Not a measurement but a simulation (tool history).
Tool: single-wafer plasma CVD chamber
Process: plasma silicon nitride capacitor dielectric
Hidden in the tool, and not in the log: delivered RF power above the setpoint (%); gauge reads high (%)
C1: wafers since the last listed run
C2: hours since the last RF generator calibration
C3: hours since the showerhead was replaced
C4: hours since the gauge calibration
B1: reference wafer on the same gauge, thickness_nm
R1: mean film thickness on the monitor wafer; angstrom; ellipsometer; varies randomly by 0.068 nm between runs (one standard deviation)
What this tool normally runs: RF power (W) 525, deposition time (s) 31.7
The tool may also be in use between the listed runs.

Run 1, hour 0.0: usual settings; C1 0; C2 1293.3; C3 7465.9; C4 84.8; B1 53.366. Result: R1 455.81 angstrom.
Run 2, hour 9.2: usual settings but deposition time (s) 36.0; C1 230; C2 1302.5; C3 7475.1; C4 94.0; B1 53.367. Result: R1 516.34 angstrom.
Run 3, hour 17.0: usual settings but deposition time (s) 36.0; C1 195; C2 1310.3; C3 7482.9; C4 101.8; B1 53.393. Result: R1 515.80 angstrom.
Run 4, hour 30.8: usual settings; C1 345; C2 1324.1; C3 7496.7; C4 115.6; B1 53.443. Result: R1 455.37 angstrom.
At hour 69.2: gauge calibrated.
Run 5, hour 71.1: usual settings but deposition time (s) 34.4; C1 1009; C2 1364.4; C3 7537.0; C4 1.9; B1 53.255. Result: R1 491.43 angstrom.
At hour 79.9: showerhead replaced.
Run 6, hour 81.2: usual settings but deposition time (s) 34.4; C1 52; C2 1374.5; C3 1.3; C4 12.0; B1 53.266. Result: R1 492.31 angstrom.
Run 7, hour 89.6: usual settings but deposition time (s) 34.4; C1 210; C2 1382.9; C3 9.7; C4 20.4; B1 53.240. Result: R1 491.18 angstrom.
Run 8, hour 107.5: usual settings but RF power (W) 585, deposition time (s) 28.4; C1 448; C2 1400.8; C3 27.6; C4 38.3; B1 53.292. Result: R1 419.08 angstrom.
Run 9, hour 115.4: usual settings but RF power (W) 585, deposition time (s) 28.4; C1 197; C2 1408.7; C3 35.5; C4 46.2; B1 53.280. Result: R1 418.42 angstrom.
Run 10, hour 125.1: usual settings; C1 242; C2 1418.4; C3 45.2; C4 55.9; B1 53.291. Result: R1 453.67 angstrom.
Run 11, hour 141.9: usual settings but RF power (W) 490, deposition time (s) 27.2; C1 420; C2 1435.2; C3 62.0; C4 72.7; B1 53.313. Result: R1 382.09 angstrom.
Run 12, hour 152.1: usual settings but RF power (W) 590, deposition time (s) 35.0; C1 255; C2 1445.4; C3 72.2; C4 82.9; B1 53.349. Result: R1 518.19 angstrom.
At hour 166.8: RF generator calibrated.
Run 13, hour 167.3: usual settings but RF power (W) 575, deposition time (s) 34.6; C1 180; C2 0.5; C3 87.4; C4 98.1; B1 53.386. Result: R1 507.13 angstrom.
Run 14, hour 181.1: usual settings but RF power (W) 600; C1 345; C2 14.3; C3 101.2; C4 111.9; B1 53.472. Result: R1 470.98 angstrom.
Run 15, hour 194.6: usual settings but RF power (W) 450, deposition time (s) 35.7; C1 338; C2 27.8; C3 114.7; C4 125.4; B1 53.479. Result: R1 493.83 angstrom.
Run 16, hour 209.9: usual settings but RF power (W) 555, deposition time (s) 28.4; C1 383; C2 43.1; C3 130.0; C4 140.7; B1 53.571. Result: R1 413.77 angstrom.
Run 17, hour 219.3: usual settings but RF power (W) 575, deposition time (s) 34.6; C1 235; C2 52.5; C3 139.4; C4 150.1; B1 53.578. Result: R1 510.84 angstrom.
Run 18, hour 227.9: usual settings; C1 215; C2 61.1; C3 148.0; C4 158.7; B1 53.634. Result: R1 457.14 angstrom.

Some steps in R1, run to run, broken into two amounts with sign: the step expected even without the hidden condition (settings, incoming material, random variation), and the rest, left for the hidden condition together with whatever gauge scatter is not in both the measured and the hidden-condition-free result:
Run 4 -> 5: deposition time (s) 31.7 -> 34.4, gauge calibrated. R1 +36.06 angstrom: hidden state -1.58, all else +37.64.
Run 11 -> 12: RF power (W) 490 -> 590, deposition time (s) 27.2 -> 35.0. R1 +136.10 angstrom: hidden state +0.57, all else +135.53.
